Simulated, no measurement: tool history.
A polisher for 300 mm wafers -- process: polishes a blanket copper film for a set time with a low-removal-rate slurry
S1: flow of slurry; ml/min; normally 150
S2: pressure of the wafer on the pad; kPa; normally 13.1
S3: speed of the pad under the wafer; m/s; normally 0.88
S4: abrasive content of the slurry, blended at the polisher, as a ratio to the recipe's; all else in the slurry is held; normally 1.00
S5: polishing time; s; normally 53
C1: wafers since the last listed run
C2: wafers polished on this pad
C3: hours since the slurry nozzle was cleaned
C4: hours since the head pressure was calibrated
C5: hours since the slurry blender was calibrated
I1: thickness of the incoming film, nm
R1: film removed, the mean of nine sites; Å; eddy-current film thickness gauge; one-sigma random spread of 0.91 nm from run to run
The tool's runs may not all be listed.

run    hour   S1    S2    S3    S4  S5    C1    C2     C3      C4     C5      I1   R1
  1     0.0  150  11.0  0.88  1.00  53     0  4420  232.4   515.1   41.8  1147.7  592
  2    29.4  150  13.1  0.88  1.00  53   317  4737  261.8   544.5   71.2  1149.7  693
       63.3  -- worn pad replaced by a new one
  3    76.5  150  13.1  0.88  1.00  53   464   142  308.9   591.6  118.3  1149.9  669
  4   104.0  150  13.1  0.88  1.00  53   296   438  336.4   619.1  145.8  1144.4  681
  5   149.9  150  13.1  0.88  1.00  53   495   933  382.3   665.0  191.7  1142.6  660
  6   215.1  150  15.9  0.68  1.00  53   703  1637  447.5   730.2  256.9  1145.1  580
  7   251.4  150  15.9  0.68  1.00  53   391  2028  483.8   766.5  293.2  1145.3  555
      272.1  -- slurry nozzle cleaned
  8   318.5  150   9.7  0.74  1.00  53   713  2741   46.4   833.6  360.3  1147.7  419
  9   386.4  150  13.1  0.88  1.00  53   732  3474  114.3   901.5  428.2  1132.1  579
 10   445.3  195  13.1  0.88  0.70  53   635  4109  173.2   960.4  487.1  1148.6  492
      454.3  -- worn pad replaced by a new one
      456.2  -- slurry blender recalibrated
 11   477.4  150  13.1  0.88  0.85  53   282   228  205.3   992.5   21.2  1139.1  612
 12   526.4  150  13.1  0.88  1.00  53   528   756  254.3  1041.5   70.2  1151.6  649
 13   581.3  115  15.2  0.88  1.00  53   592  1348  309.2  1096.4  125.1  1128.9  669
      628.0  -- head pressure recalibrated
 14   642.8  150  13.1  0.88  1.00  53   641  1990  370.7    14.8  186.6  1159.6  680
 15   713.1  150  13.1  0.70  1.00  53   758  2749  441.0    85.1  256.9  1137.9  541
      746.7  -- slurry nozzle cleaned
 16   782.2  195  13.1  0.88  1.00  53   734  3483   35.5   154.2  326.0  1124.8  671
 17   846.8  150  13.1  0.88  1.00  53   696  4180  100.1   218.8  390.6  1141.4  635
      863.2  -- worn pad replaced by a new one
 18   906.7  150  13.1  0.88  1.00  53   602   469  160.0   278.7  450.5  1128.4  600
 19   951.9  150  17.2  0.66  1.00  53   487   956  205.2   323.9  495.7  1160.2  516
      954.8  -- slurry blender recalibrated
 20   993.6  150  13.1  0.88  1.10  53   428  1384  246.9   365.6   38.8  1127.8  706
 21  1039.4  150  17.2  0.98  1.00  34   494  1878  292.7   411.4   84.6  1152.9  605
 22  1158.6  180   9.0  0.88  1.00  62  1285  3164  411.9   530.6  203.8  1137.4  630
 23  1196.5  130  13.1  0.88  1.15  61   408  3573  449.8   568.5  241.7  1145.2  760
 24  1241.1  150  13.1  0.88  0.75  53   481  4054  494.4   613.1  286.3  1140.7  603
     1260.9  -- slurry nozzle cleaned
 25  1285.4  135  13.1  0.88  1.00  53   467  4521   24.5   657.4  330.6  1130.6  604
     1329.3  -- worn pad replaced by a new one
 26  1348.5  150  17.2  0.88  1.00  53   637   206   87.6   720.5  393.7  1131.6  733
 27  1400.0  100  13.1  0.88  1.00  53   555   762  139.1   772.0  445.2  1126.1  523
 28  1452.6  150  13.1  0.78  0.70  53   567  1329  191.7   824.6  497.8  1139.2  433
     1472.9  -- slurry blender recalibrated
 29  1506.1  150  10.3  0.88  0.75  53   555  1885  245.2   878.1   33.2  1123.5  502
 30  1575.4  190  13.1  0.88  1.00  53   747  2632  314.5   947.4  102.5  1138.0  681

Each row is a separate what-if for the run after 30, all from the same tool condition, not one after another. Results?
  A  1575.8  150  13.1  0.88  1.00  53   4  2637  314.9  947.8  102.9  1130.6   ?
  B  1575.8  150  13.1  1.08  1.00  53   4  2637  314.9  947.8  102.9  1130.6   ?
  C  1575.8  130  13.1  0.72  1.00  53   4  2637  314.9  947.8  102.9  1130.6   ?
  D  1575.8  150  17.2  0.76  0.85  71   4  2637  314.9  947.8  102.9  1130.6   ?

run   R1
  A  643
  B  790
  C  511
  D  868
With no hidden state in the tool, these same runs would have given:
run   R1
  A  716
  B  878
  C  569
  D  965
